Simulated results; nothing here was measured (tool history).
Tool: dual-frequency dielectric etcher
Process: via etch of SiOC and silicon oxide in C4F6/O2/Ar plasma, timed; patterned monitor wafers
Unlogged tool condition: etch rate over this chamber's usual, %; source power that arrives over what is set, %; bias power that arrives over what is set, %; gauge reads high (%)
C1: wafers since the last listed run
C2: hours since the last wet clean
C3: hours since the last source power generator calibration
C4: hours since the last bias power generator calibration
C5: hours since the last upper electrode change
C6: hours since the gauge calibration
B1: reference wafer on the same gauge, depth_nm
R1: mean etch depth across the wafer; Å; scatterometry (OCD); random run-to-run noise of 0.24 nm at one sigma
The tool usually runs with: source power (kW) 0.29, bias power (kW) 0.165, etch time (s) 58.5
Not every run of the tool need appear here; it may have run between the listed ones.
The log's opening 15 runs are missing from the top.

run 16 hour=168.1 | source_power_(kW)=0.29 bias_power_(kW)=0.165 etch_time_(s)=58.5 | C1=19 C2=2.3 C3=16.6 C4=95.2 C5=68 C6=406.6 | B1=64.8 | R1=573
run 17 hour=180.9 | source_power_(kW)=0.29 bias_power_(kW)=0.133 etch_time_(s)=58.5 | C1=226 C2=15.1 C3=29.4 C4=108 C5=80.8 C6=419.4 | B1=64.7 | R1=547
run 18 hour=196.2 | source_power_(kW)=0.29 bias_power_(kW)=0.165 etch_time_(s)=58.5 | C1=271 C2=30.4 C3=44.7 C4=123.3 C5=96.1 C6=434.7 | B1=64.8 | R1=577
run 19 hour=211.5 | source_power_(kW)=0.29 bias_power_(kW)=0.165 etch_time_(s)=58.5 | C1=271 C2=45.7 C3=60 C4=138.6 C5=111.4 C6=450 | B1=64.8 | R1=583
-- hour=212.5 gauge calibrated
run 20 hour=219.5 | source_power_(kW)=0.32 bias_power_(kW)=0.135 etch_time_(s)=44 | C1=141 C2=53.7 C3=68 C4=146.6 C5=119.4 C6=7 | B1=64.8 | R1=430
run 21 hour=234.6 | source_power_(kW)=0.23 bias_power_(kW)=0.165 etch_time_(s)=58.5 | C1=267 C2=68.8 C3=83.1 C4=161.7 C5=134.5 C6=22.1 | B1=64.8 | R1=537
-- hour=259.7 wet clean of the chamber, repeated, since the last time left the tool worse
run 22 hour=260.2 | source_power_(kW)=0.29 bias_power_(kW)=0.165 etch_time_(s)=58.5 | C1=28 C2=0.5 C3=108.7 C4=187.3 C5=160.1 C6=47.7 | B1=64.7 | R1=538
run 23 hour=265.2 | source_power_(kW)=0.26 bias_power_(kW)=0.132 etch_time_(s)=73 | C1=88 C2=5.5 C3=113.7 C4=192.3 C5=165.1 C6=52.7 | B1=64.8 | R1=615
run 24 hour=279.7 | source_power_(kW)=0.22 bias_power_(kW)=0.184 etch_time_(s)=70 | C1=256 C2=20 C3=128.2 C4=206.8 C5=179.6 C6=67.2 | B1=64.8 | R1=608
run 25 hour=293.2 | source_power_(kW)=0.29 bias_power_(kW)=0.165 etch_time_(s)=58.5 | C1=239 C2=33.5 C3=141.7 C4=220.3 C5=193.1 C6=80.7 | B1=64.7 | R1=539
run 26 hour=307.8 | source_power_(kW)=0.29 bias_power_(kW)=0.139 etch_time_(s)=64.5 | C1=258 C2=48.1 C3=156.3 C4=234.9 C5=207.7 C6=95.3 | B1=64.7 | R1=580
run 27 hour=322.5 | source_power_(kW)=0.23 bias_power_(kW)=0.136 etch_time_(s)=73 | C1=260 C2=62.8 C3=171 C4=249.6 C5=222.4 C6=110 | B1=64.8 | R1=606
run 28 hour=329.5 | source_power_(kW)=0.33 bias_power_(kW)=0.197 etch_time_(s)=53.5 | C1=124 C2=69.8 C3=178 C4=256.6 C5=229.4 C6=117 | B1=64.8 | R1=536
run 29 hour=345.3 | source_power_(kW)=0.33 bias_power_(kW)=0.204 etch_time_(s)=46 | C1=279 C2=85.6 C3=193.8 C4=272.4 C5=245.2 C6=132.8 | B1=64.7 | R1=471
run 30 hour=357.7 | source_power_(kW)=0.29 bias_power_(kW)=0.165 etch_time_(s)=58.5 | C1=219 C2=98 C3=206.2 C4=284.8 C5=257.6 C6=145.2 | B1=64.8 | R1=541
run 31 hour=365.8 | source_power_(kW)=0.25 bias_power_(kW)=0.2 etch_time_(s)=48.5 | C1=143 C2=106.1 C3=214.3 C4=292.9 C5=265.7 C6=153.3 | B1=64.7 | R1=449

Alternative continuations, all from the tool just after run 31; predict every row:
run A hour=366.2 | source_power_(kW)=0.29 bias_power_(kW)=0.165 etch_time_(s)=52 | C1=7 C2=106.5 C3=214.7 C4=293.3 C5=266.1 C6=153.7 | B1=? | R1=?
run B hour=366.2 | source_power_(kW)=0.34 bias_power_(kW)=0.195 etch_time_(s)=48 | C1=7 C2=106.5 C3=214.7 C4=293.3 C5=266.1 C6=153.7 | B1=? | R1=?
run C hour=366.2 | source_power_(kW)=0.26 bias_power_(kW)=0.165 etch_time_(s)=64.5 | C1=7 C2=106.5 C3=214.7 C4=293.3 C5=266.1 C6=153.7 | B1=? | R1=?

run=A B1=64.7 R1=482
run=B B1=64.7 R1=486
run=C B1=64.7 R1=578
With the hidden condition removed and each run's random variation left untouched, the same runs would have given:
run=A R1=481
run=B R1=485
run=C R1=576
